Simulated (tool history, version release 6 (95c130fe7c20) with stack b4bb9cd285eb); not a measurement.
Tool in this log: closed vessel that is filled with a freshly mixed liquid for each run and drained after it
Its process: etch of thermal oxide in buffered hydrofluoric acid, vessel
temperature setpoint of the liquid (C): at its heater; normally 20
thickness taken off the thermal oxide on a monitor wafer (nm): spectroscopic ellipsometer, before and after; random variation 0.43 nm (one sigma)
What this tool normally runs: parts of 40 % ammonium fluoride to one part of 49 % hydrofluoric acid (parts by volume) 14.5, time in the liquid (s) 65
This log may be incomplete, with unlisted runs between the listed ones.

run,hour,temperature setpoint of the liquid (C),parts of 40 % ammonium fluoride to one part of 49 % hydrofluoric acid (parts by volume),time in the liquid (s),"read-back film thickness of the thermal oxide reference wafer, read on the same gauge (nm)",thickness taken off the thermal oxide on a monitor wafer (nm)
1,0,22,19,65,60.01,38.1
2,38.5,21.5,14.5,65,59.99,49.24
3,101.2,21.5,14.5,65,60.01,48.41
4,131.9,21.5,14.5,65,59.99,49
5,202.1,17,13,65,59.99,41.26
6,267.4,17,13,65,60,41.78
7,299.1,20,14.5,80,60,55.17
8,361.3,20,14.5,80,60.01,54.67
9,393.1,20,12.5,65,60,50.87
10,428.4,20,12.5,65,59.98,51.47
11,487.1,20,14.5,65,60,44.99
12,545.2,20,14.5,65,59.99,44.98
13,594.2,20,10.5,65,60,60.14
14,660.4,20,14.5,65,59.99,44.88
15,704.7,22.5,11.5,55,60.01,53.91
16,753.1,20,14.5,65,60.01,43.53
17,784.2,17.5,14.5,65,59.98,38.65
18,848.5,20,14.5,65,60.02,44.84
19,874.3,21.5,9,95,60,109.55
20,943.8,17,19,65,59.99,28.33
21,997,18,14.5,65,60.01,40.06
22,1063.7,22,17,35,59.99,22.59
23,1114.6,17,13,100,60.01,63.77
24,1161.8,21.5,14.5,40,60,29.76
25,1207.2,20,14.5,35,60,23.96
26,1246.6,24,9,30,59.98,39.55
27,1304.6,17,14.5,65,60.02,37.75
28,1340,20,14.5,65,60.01,44.3
29,1367,20,14.5,65,59.99,44.83
30,1429.3,17,10,35,59.99,29.25
31,1494.3,17,14.5,40,59.99,23.34
32,1530.9,22,19,65,60,37.94

Missing from the log above: 3 entries noted between runs. For each, name the pair of listed runs it sits between and say how the tool's hidden condition differs from the listed run just before to the listed run just after:
Run 19 -> run 20: gauge calibrated (hour 898.6); hydrofluoric acid flow meter replaced (hour 935.2)
  no difference in the tool's unlogged condition between these two runs
Run 22 -> run 23: thermometer replaced (hour 1112.6)
  no difference in the tool's unlogged condition between these two runs

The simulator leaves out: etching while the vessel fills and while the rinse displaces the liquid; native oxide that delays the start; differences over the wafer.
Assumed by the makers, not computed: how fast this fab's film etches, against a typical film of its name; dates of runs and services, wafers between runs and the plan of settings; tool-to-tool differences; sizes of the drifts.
